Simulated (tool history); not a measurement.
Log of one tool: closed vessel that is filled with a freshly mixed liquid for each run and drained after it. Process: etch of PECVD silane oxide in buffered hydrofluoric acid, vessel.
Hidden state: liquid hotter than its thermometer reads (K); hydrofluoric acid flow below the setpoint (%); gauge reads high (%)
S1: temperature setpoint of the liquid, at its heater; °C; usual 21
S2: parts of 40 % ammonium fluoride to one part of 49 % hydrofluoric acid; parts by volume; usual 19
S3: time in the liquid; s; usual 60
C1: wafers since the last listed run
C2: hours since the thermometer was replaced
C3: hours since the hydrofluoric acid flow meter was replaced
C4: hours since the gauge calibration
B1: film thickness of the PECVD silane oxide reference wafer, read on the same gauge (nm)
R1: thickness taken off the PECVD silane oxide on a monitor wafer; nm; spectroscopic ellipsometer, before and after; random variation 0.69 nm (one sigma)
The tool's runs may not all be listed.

run	day	S1	S2	S3	C1	C2	C3	C4	B1	R1
1	0	21	19	60	0	2299.3	903.3	367	109.99	114.66
2	0.35	21	19	60	784	2307.7	911.7	375.4	110.01	113.73
3	0.646	21	19	60	663	2314.8	918.8	382.5	110.02	115.2
4	0.992	21	19	60	775	2323.1	927.1	390.8	109.98	113.85
5	1.525	21	19	60	1195	2335.9	939.9	403.6	109.96	115.09
6	2.242	21	19	60	1606	2353.1	957.1	420.8	110.01	114.69
7	2.525	21	19	60	635	2359.9	963.9	427.6	110.01	114.1
8	2.821	21	19	60	663	2367	971	434.7	110.04	115.32
9	3.262	21	19	60	990	2377.6	981.6	445.3	109.99	115.32
10	3.871	21	19	60	1363	2392.2	996.2	459.9	110.02	115.11
11	4.321	21	19	45	1008	2403	1007	470.7	109.99	86.66
# day 5.375: thermometer replaced
12	5.958	25.5	26	30	3577	14	1046.3	510	109.96	50.7
13	6.354	21	23	60	887	23.5	1055.8	519.5	110.01	85
14	6.679	22.5	19	60	728	31.3	1063.6	527.3	109.95	104.46
# day 7.154: hydrofluoric acid flow meter replaced
15	7.262	18	14	70	1214	45.3	2.6	541.3	110.02	143.56
16	8.025	21	25.5	60	1709	63.6	20.9	559.6	109.99	87.04
17	8.554	21	25.5	75	1186	76.3	33.6	572.3	110.05	106.35
18	9.067	25	14	30	1148	88.6	45.9	584.6	110.05	90.36
19	9.804	17	13.5	50	1653	106.3	63.6	602.3	110	100.17
# day 9.904: gauge calibrated
20	10.133	21	19	60	737	114.2	71.5	5.5	109.99	107.12
21	10.5	21	19	60	821	123	80.3	14.3	110.01	105.93
22	11.192	18	12.5	60	1550	139.6	96.9	30.9	110.02	135.58
23	11.496	21	24.5	60	681	146.9	104.2	38.2	109.97	90.03
24	11.942	21	21.5	80	999	157.6	114.9	48.9	109.98	128.62
25	12.65	23.5	19	45	1587	174.6	131.9	65.9	110.01	92.07
26	13.012	25.5	15	90	812	183.3	140.6	74.6	109.99	256.46
27	13.612	19	21	60	1345	197.7	155	89	109.96	88.19
28	13.904	18	17	85	653	204.7	162	96	110.02	141.36
29	14.467	21	25.5	60	1260	218.2	175.5	109.5	109.99	87.18
30	15.042	17	19	30	1288	232	189.3	123.3	110.01	42.57
31	15.525	25	12.5	45	1083	243.6	200.9	134.9	109.98	149.68
32	16.225	21	19	60	1569	260.4	217.7	151.7	110.01	105.67
33	16.704	25.5	19	60	1074	271.9	229.2	163.2	110	135.73

Forecast each of these 3 alternatives for the next run:
A	16.733	21	19	60	65	272.6	229.9	163.9	?	?
B	16.733	17.5	14	60	65	272.6	229.9	163.9	?	?
C	16.733	21	25.5	30	65	272.6	229.9	163.9	?	?

run	B1	R1
A	110.04	106.28
B	110.04	117.95
C	110.04	43.16
Without the tool's hidden state the same runs would have given:
run	R1
A	107.81
B	119.58
C	43.33
